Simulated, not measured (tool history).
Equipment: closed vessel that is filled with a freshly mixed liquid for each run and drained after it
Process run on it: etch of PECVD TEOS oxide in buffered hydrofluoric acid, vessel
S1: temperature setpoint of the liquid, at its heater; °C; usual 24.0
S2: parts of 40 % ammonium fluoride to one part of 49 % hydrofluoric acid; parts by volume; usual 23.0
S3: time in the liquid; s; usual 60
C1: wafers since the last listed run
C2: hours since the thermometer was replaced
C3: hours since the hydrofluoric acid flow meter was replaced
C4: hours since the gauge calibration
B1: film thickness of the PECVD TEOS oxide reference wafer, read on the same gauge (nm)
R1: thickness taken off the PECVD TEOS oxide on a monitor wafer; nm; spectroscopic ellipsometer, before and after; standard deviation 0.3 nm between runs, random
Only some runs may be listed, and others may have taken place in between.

Run 1, hour 0.0: usual settings; C1 0; C2 2139.0; C3 857.1; C4 102.8; B1 99.97. Result: R1 70.62 nm.
At hour 3.0: gauge calibrated.
Run 2, hour 7.1: usual settings; C1 817; C2 2146.1; C3 864.2; C4 4.1; B1 100.05. Result: R1 70.53 nm.
Run 3, hour 23.8: usual settings but S3 75 s; C1 1923; C2 2162.8; C3 880.9; C4 20.8; B1 100.01. Result: R1 87.83 nm.
Run 4, hour 34.9: usual settings but S3 75 s; C1 1278; C2 2173.9; C3 892.0; C4 31.9; B1 100.00. Result: R1 88.51 nm.
Run 5, hour 45.0: usual settings but S3 75 s; C1 1163; C2 2184.0; C3 902.1; C4 42.0; B1 100.01. Result: R1 87.98 nm.
Run 6, hour 62.4: usual settings but S2 28.0 parts by volume; C1 2004; C2 2201.4; C3 919.5; C4 59.4; B1 99.99. Result: R1 60.39 nm.
Run 7, hour 72.0: usual settings; C1 1105; C2 2211.0; C3 929.1; C4 69.0; B1 100.03. Result: R1 70.05 nm.
At hour 73.2: hydrofluoric acid flow meter replaced.
Run 8, hour 81.7: usual settings; C1 1002; C2 2220.7; C3 8.5; C4 78.7; B1 99.99. Result: R1 75.87 nm.
At hour 87.5: thermometer replaced.
Run 9, hour 90.7: usual settings but S2 29.0 parts by volume; C1 921; C2 3.2; C3 17.5; C4 87.7; B1 100.01. Result: R1 64.23 nm.
Run 10, hour 99.9: usual settings but S2 26.5 parts by volume, S3 35 s; C1 1059; C2 12.4; C3 26.7; C4 96.9; B1 99.98. Result: R1 39.92 nm.
At hour 112.8: gauge calibrated.
Run 11, hour 126.1: usual settings but S1 26.5 °C, S2 29.0 parts by volume; C1 3018; C2 38.6; C3 52.9; C4 13.3; B1 100.02. Result: R1 73.15 nm.
Run 12, hour 142.0: usual settings but S2 15.0 parts by volume; C1 1831; C2 54.5; C3 68.8; C4 29.2; B1 100.01. Result: R1 108.31 nm.
Run 13, hour 158.1: usual settings; C1 1854; C2 70.6; C3 84.9; C4 45.3; B1 100.01. Result: R1 74.51 nm.
Run 14, hour 168.6: usual settings but S1 28.0 °C, S3 75 s; C1 1209; C2 81.1; C3 95.4; C4 55.8; B1 100.01. Result: R1 116.04 nm.
Run 15, hour 174.7: usual settings but S1 27.0 °C, S2 28.0 parts by volume, S3 35 s; C1 702; C2 87.2; C3 101.5; C4 61.9; B1 99.95. Result: R1 44.64 nm.
Run 16, hour 191.2: usual settings but S2 30.0 parts by volume, S3 45 s; C1 1900; C2 103.7; C3 118.0; C4 78.4; B1 99.96. Result: R1 46.02 nm.
Run 17, hour 201.9: usual settings but S1 28.0 °C, S3 95 s; C1 1232; C2 114.4; C3 128.7; C4 89.1; B1 100.00. Result: R1 146.82 nm.
Run 18, hour 215.9: usual settings but S1 21.0 °C, S2 30.0 parts by volume, S3 35 s; C1 1612; C2 128.4; C3 142.7; C4 103.1; B1 100.01. Result: R1 30.08 nm.

Forecast each of these 3 alternatives for the next run:
At hour 216.4: gauge calibrated.
Run A, hour 216.6: usual settings but S2 28.5 parts by volume; C1 80; C2 129.1; C3 143.4; C4 0.2; B1 ?. Result: R1 ?.
At hour 216.4: gauge calibrated.
Run B, hour 216.6: usual settings but S1 28.0 °C, S3 45 s; C1 80; C2 129.1; C3 143.4; C4 0.2; B1 ?. Result: R1 ?.
At hour 216.4: gauge calibrated.
Run C, hour 216.6: usual settings but S3 85 s; C1 80; C2 129.1; C3 143.4; C4 0.2; B1 ?. Result: R1 ?.

run     B1      R1
  A  99.99   64.06
  B  99.99   69.16
  C  99.99  105.18
With the hidden condition removed and each run's random variation left untouched, the same runs would have given:
run      R1
  A   66.02
  B   71.27
  C  108.40

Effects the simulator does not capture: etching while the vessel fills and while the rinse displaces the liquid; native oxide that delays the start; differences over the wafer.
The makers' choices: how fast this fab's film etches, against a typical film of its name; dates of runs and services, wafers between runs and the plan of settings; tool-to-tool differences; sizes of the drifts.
